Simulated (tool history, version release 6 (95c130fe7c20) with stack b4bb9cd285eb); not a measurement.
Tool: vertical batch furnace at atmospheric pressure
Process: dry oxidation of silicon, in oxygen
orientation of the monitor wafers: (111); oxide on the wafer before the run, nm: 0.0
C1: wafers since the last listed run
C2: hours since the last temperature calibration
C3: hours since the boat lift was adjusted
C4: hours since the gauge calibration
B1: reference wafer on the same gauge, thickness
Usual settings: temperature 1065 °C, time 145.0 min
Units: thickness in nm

{"run": 1, "day": 0.0, "temperature": 1065, "time": 145.0, "C1": 0, "C2": 1248.6, "C3": 1590.5, "C4": 49.0, "B1": 137.35, "thickness": 159.1}
{"run": 2, "day": 1.633, "temperature": 1057, "time": 145.0, "C1": 305, "C2": 1287.8, "C3": 1629.7, "C4": 88.2, "B1": 136.71, "thickness": 151.27}
{"run": 3, "day": 3.317, "temperature": 1057, "time": 145.0, "C1": 314, "C2": 1328.2, "C3": 1670.1, "C4": 128.6, "B1": 136.89, "thickness": 151.49}
{"run": 4, "day": 6.008, "temperature": 1057, "time": 145.0, "C1": 503, "C2": 1392.8, "C3": 1734.7, "C4": 193.2, "B1": 136.59, "thickness": 151.05}
{"run": 5, "day": 8.133, "temperature": 1065, "time": 145.0, "C1": 397, "C2": 1443.8, "C3": 1785.7, "C4": 244.2, "B1": 136.11, "thickness": 158.2}
{"run": 6, "day": 9.4, "temperature": 1065, "time": 145.0, "C1": 236, "C2": 1474.2, "C3": 1816.1, "C4": 274.6, "B1": 136.24, "thickness": 157.92}
{"run": 7, "day": 10.838, "temperature": 1065, "time": 145.0, "C1": 268, "C2": 1508.7, "C3": 1850.6, "C4": 309.1, "B1": 136.14, "thickness": 158.05}
{"run": 8, "day": 11.883, "temperature": 1065, "time": 145.0, "C1": 195, "C2": 1533.8, "C3": 1875.7, "C4": 334.2, "B1": 136.08, "thickness": 157.21}
{"run": 9, "day": 12.933, "temperature": 1065, "time": 145.0, "C1": 196, "C2": 1559.0, "C3": 1900.9, "C4": 359.4, "B1": 135.99, "thickness": 158.05}
{"run": 10, "day": 15.771, "temperature": 1065, "time": 145.0, "C1": 530, "C2": 1627.1, "C3": 1969.0, "C4": 427.5, "B1": 135.7, "thickness": 157.27}
{"run": 11, "day": 17.075, "temperature": 1065, "time": 145.0, "C1": 243, "C2": 1658.4, "C3": 2000.3, "C4": 458.8, "B1": 135.67, "thickness": 157.05}
{"run": 12, "day": 19.321, "temperature": 1065, "time": 145.0, "C1": 419, "C2": 1712.3, "C3": 2054.2, "C4": 512.7, "B1": 135.65, "thickness": 157.26}
{"run": 13, "day": 21.379, "temperature": 1065, "time": 205.5, "C1": 384, "C2": 1761.7, "C3": 2103.6, "C4": 562.1, "B1": 135.5, "thickness": 192.71}
{"day": 22.821, "done": "boat lift adjusted"}
{"run": 14, "day": 22.842, "temperature": 1042, "time": 104.5, "C1": 86, "C2": 1796.8, "C3": 0.5, "C4": 597.2, "B1": 135.49, "thickness": 112.77}
{"run": 15, "day": 25.271, "temperature": 1065, "time": 145.0, "C1": 454, "C2": 1855.1, "C3": 58.8, "C4": 655.5, "B1": 135.47, "thickness": 158.07}
{"day": 27.121, "done": "gauge calibrated"}
{"run": 16, "day": 27.325, "temperature": 1085, "time": 109.0, "C1": 384, "C2": 1904.4, "C3": 108.1, "C4": 4.9, "B1": 137.83, "thickness": 151.4}
{"run": 17, "day": 28.992, "temperature": 1065, "time": 145.0, "C1": 311, "C2": 1944.4, "C3": 148.1, "C4": 44.9, "B1": 137.46, "thickness": 159.52}
{"run": 18, "day": 33.496, "temperature": 1065, "time": 95.5, "C1": 842, "C2": 2052.5, "C3": 256.2, "C4": 153.0, "B1": 136.95, "thickness": 123.07}
{"run": 19, "day": 36.121, "temperature": 1065, "time": 101.5, "C1": 490, "C2": 2115.5, "C3": 319.2, "C4": 216.0, "B1": 136.65, "thickness": 127.08}
{"run": 20, "day": 39.075, "temperature": 1046, "time": 145.0, "C1": 552, "C2": 2186.4, "C3": 390.1, "C4": 286.9, "B1": 136.23, "thickness": 142.31}
{"day": 40.921, "done": "thermocouples replaced and temperature profile calibrated"}
{"run": 21, "day": 41.375, "temperature": 1078, "time": 145.0, "C1": 243, "C2": 10.9, "C3": 445.3, "C4": 342.1, "B1": 136.2, "thickness": 169.73}
{"run": 22, "day": 43.183, "temperature": 1080, "time": 184.0, "C1": 338, "C2": 54.3, "C3": 488.7, "C4": 385.5, "B1": 136.06, "thickness": 197.95}
{"run": 23, "day": 45.171, "temperature": 1052, "time": 106.5, "C1": 371, "C2": 102.0, "C3": 536.4, "C4": 433.2, "B1": 135.79, "thickness": 121.68}
{"run": 24, "day": 48.062, "temperature": 1065, "time": 145.0, "C1": 540, "C2": 171.4, "C3": 605.8, "C4": 502.6, "B1": 135.78, "thickness": 157.03}
{"run": 25, "day": 53.108, "temperature": 1078, "time": 79.0, "C1": 943, "C2": 292.5, "C3": 726.9, "C4": 623.7, "B1": 135.67, "thickness": 117.59}

Forecast each of these 3 alternatives for the next run:
{"run": "A", "day": 53.358, "temperature": 1065, "time": 145.0, "C1": 46, "C2": 298.5, "C3": 732.9, "C4": 629.7, "B1": "?", "thickness": "?"}
{"run": "B", "day": 53.358, "temperature": 1065, "time": 176.0, "C1": 46, "C2": 298.5, "C3": 732.9, "C4": 629.7, "B1": "?", "thickness": "?"}
{"run": "C", "day": 53.358, "temperature": 1051, "time": 174.5, "C1": 46, "C2": 298.5, "C3": 732.9, "C4": 629.7, "B1": "?", "thickness": "?"}

run=A B1=135.80 thickness=156.93
run=B B1=135.80 thickness=176.09
run=C B1=135.80 thickness=162.12
Without the tool's hidden state the same runs would have given:
run=A thickness=159.54
run=B thickness=179.03
run=C thickness=164.82
